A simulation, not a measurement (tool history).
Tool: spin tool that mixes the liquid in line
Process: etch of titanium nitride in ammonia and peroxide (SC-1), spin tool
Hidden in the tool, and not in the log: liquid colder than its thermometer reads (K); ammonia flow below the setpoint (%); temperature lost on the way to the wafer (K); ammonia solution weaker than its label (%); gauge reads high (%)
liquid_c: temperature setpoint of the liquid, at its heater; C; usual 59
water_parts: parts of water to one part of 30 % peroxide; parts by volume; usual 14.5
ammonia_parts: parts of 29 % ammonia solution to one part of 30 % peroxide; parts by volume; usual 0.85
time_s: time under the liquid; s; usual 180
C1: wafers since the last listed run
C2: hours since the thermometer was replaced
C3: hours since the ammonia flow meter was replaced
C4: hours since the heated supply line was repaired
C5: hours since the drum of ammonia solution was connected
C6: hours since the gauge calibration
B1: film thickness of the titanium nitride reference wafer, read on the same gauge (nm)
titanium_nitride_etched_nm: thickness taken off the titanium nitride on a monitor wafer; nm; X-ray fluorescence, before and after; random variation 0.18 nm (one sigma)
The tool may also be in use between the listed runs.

run 1 day=0 | liquid_c=59 water_parts=14.5 ammonia_parts=0.85 time_s=100 | C1=0 C2=375.1 C3=65.4 C4=1036.5 C5=725.9 C6=898.1 | B1=60.02 | titanium_nitride_etched_nm=14.76
run 2 day=2.167 | liquid_c=59 water_parts=14.5 ammonia_parts=0.85 time_s=100 | C1=408 C2=427.1 C3=117.4 C4=1088.5 C5=777.9 C6=950.1 | B1=60.02 | titanium_nitride_etched_nm=14.83
run 3 day=3.871 | liquid_c=59 water_parts=14.5 ammonia_parts=0.85 time_s=180 | C1=321 C2=468 C3=158.3 C4=1129.4 C5=818.8 C6=991 | B1=60.01 | titanium_nitride_etched_nm=26.21
-- day=4.796 new drum of ammonia solution connected
run 4 day=7.288 | liquid_c=59 water_parts=14.5 ammonia_parts=0.85 time_s=180 | C1=636 C2=550 C3=240.3 C4=1211.4 C5=59.8 C6=1073 | B1=60 | titanium_nitride_etched_nm=26.9
run 5 day=11.138 | liquid_c=59 water_parts=14.5 ammonia_parts=0.85 time_s=180 | C1=725 C2=642.4 C3=332.7 C4=1303.8 C5=152.2 C6=1165.4 | B1=60.01 | titanium_nitride_etched_nm=26.97
run 6 day=14.712 | liquid_c=59 water_parts=14.5 ammonia_parts=0.85 time_s=180 | C1=674 C2=728.2 C3=418.5 C4=1389.6 C5=238 C6=1251.2 | B1=60 | titanium_nitride_etched_nm=26.83
run 7 day=17.092 | liquid_c=59 water_parts=14.5 ammonia_parts=0.85 time_s=180 | C1=448 C2=785.3 C3=475.6 C4=1446.7 C5=295.1 C6=1308.3 | B1=60.03 | titanium_nitride_etched_nm=26.93
run 8 day=20.242 | liquid_c=59 water_parts=14.5 ammonia_parts=0.85 time_s=180 | C1=593 C2=860.9 C3=551.2 C4=1522.3 C5=370.7 C6=1383.9 | B1=59.98 | titanium_nitride_etched_nm=26.5
-- day=22.05 gauge calibrated
run 9 day=22.075 | liquid_c=59 water_parts=14.5 ammonia_parts=1.1 time_s=140 | C1=345 C2=904.9 C3=595.2 C4=1566.3 C5=414.7 C6=0.6 | B1=60 | titanium_nitride_etched_nm=21.45
run 10 day=24.325 | liquid_c=65 water_parts=19.5 ammonia_parts=0.75 time_s=110 | C1=424 C2=958.9 C3=649.2 C4=1620.3 C5=468.7 C6=54.6 | B1=60.01 | titanium_nitride_etched_nm=19.86
-- day=25 ammonia flow meter replaced
run 11 day=25.838 | liquid_c=51 water_parts=14.5 ammonia_parts=1.15 time_s=125 | C1=277 C2=995.2 C3=20.1 C4=1656.6 C5=505 C6=90.9 | B1=60 | titanium_nitride_etched_nm=11.41
-- day=29.712 heated supply line repaired
run 12 day=30.067 | liquid_c=62.5 water_parts=8.5 ammonia_parts=0.85 time_s=180 | C1=789 C2=1096.7 C3=121.6 C4=8.5 C5=606.5 C6=192.4 | B1=60 | titanium_nitride_etched_nm=44.52
run 13 day=33.292 | liquid_c=66 water_parts=19.5 ammonia_parts=0.85 time_s=180 | C1=608 C2=1174.1 C3=199 C4=85.9 C5=683.9 C6=269.8 | B1=60 | titanium_nitride_etched_nm=35.83
-- day=33.446 new drum of ammonia solution connected
run 14 day=35.604 | liquid_c=59 water_parts=14.5 ammonia_parts=1.2 time_s=180 | C1=428 C2=1229.6 C3=254.5 C4=141.4 C5=51.8 C6=325.3 | B1=60.03 | titanium_nitride_etched_nm=28.32
-- day=37.767 thermometer replaced
run 15 day=38.921 | liquid_c=59 water_parts=14.5 ammonia_parts=0.85 time_s=180 | C1=617 C2=27.7 C3=334.1 C4=221 C5=131.4 C6=404.9 | B1=60 | titanium_nitride_etched_nm=26.64
run 16 day=42.05 | liquid_c=59 water_parts=14.5 ammonia_parts=0.85 time_s=180 | C1=590 C2=102.8 C3=409.2 C4=296.1 C5=206.5 C6=480 | B1=60.01 | titanium_nitride_etched_nm=26.38
run 17 day=44.233 | liquid_c=59 water_parts=14.5 ammonia_parts=0.7 time_s=215 | C1=411 C2=155.2 C3=461.6 C4=348.5 C5=258.9 C6=532.4 | B1=60 | titanium_nitride_etched_nm=30.66
run 18 day=52.779 | liquid_c=59 water_parts=14.5 ammonia_parts=0.85 time_s=180 | C1=1611 C2=360.3 C3=666.7 C4=553.6 C5=464 C6=737.5 | B1=60 | titanium_nitride_etched_nm=26.49
run 19 day=55.992 | liquid_c=62 water_parts=8.5 ammonia_parts=1 time_s=180 | C1=605 C2=437.4 C3=743.8 C4=630.7 C5=541.1 C6=814.6 | B1=60.02 | titanium_nitride_etched_nm=42.85

What the log doesn't show, run by run:
liquid colder than its thermometer reads (K): 0 in every run
temperature lost on the way to the wafer (K): 0 in every run
gauge reads high (%): 0 in every run
H1: ammonia flow below the setpoint (%)
H2: ammonia solution weaker than its label (%)
run=1 H1=2.98 H2=12.6
run=2 H1=3.86 H2=13.4
run=3 H1=4.54 H2=14
run=4 H1=5.92 H2=1.7
run=5 H1=7.47 H2=3.09
run=6 H1=8.91 H2=4.38
run=7 H1=9.87 H2=5.23
run=8 H1=11.1 H2=6.37
run=9 H1=11.9 H2=7.03
run=10 H1=12.8 H2=7.84
run=11 H1=1.56 H2=8.38
run=12 H1=3.27 H2=9.9
run=13 H1=4.57 H2=11.1
run=14 H1=5.5 H2=3.42
run=15 H1=6.83 H2=4.62
run=16 H1=8.09 H2=5.74
run=17 H1=8.97 H2=6.53
run=18 H1=12.4 H2=9.61
run=19 H1=13.7 H2=10.8
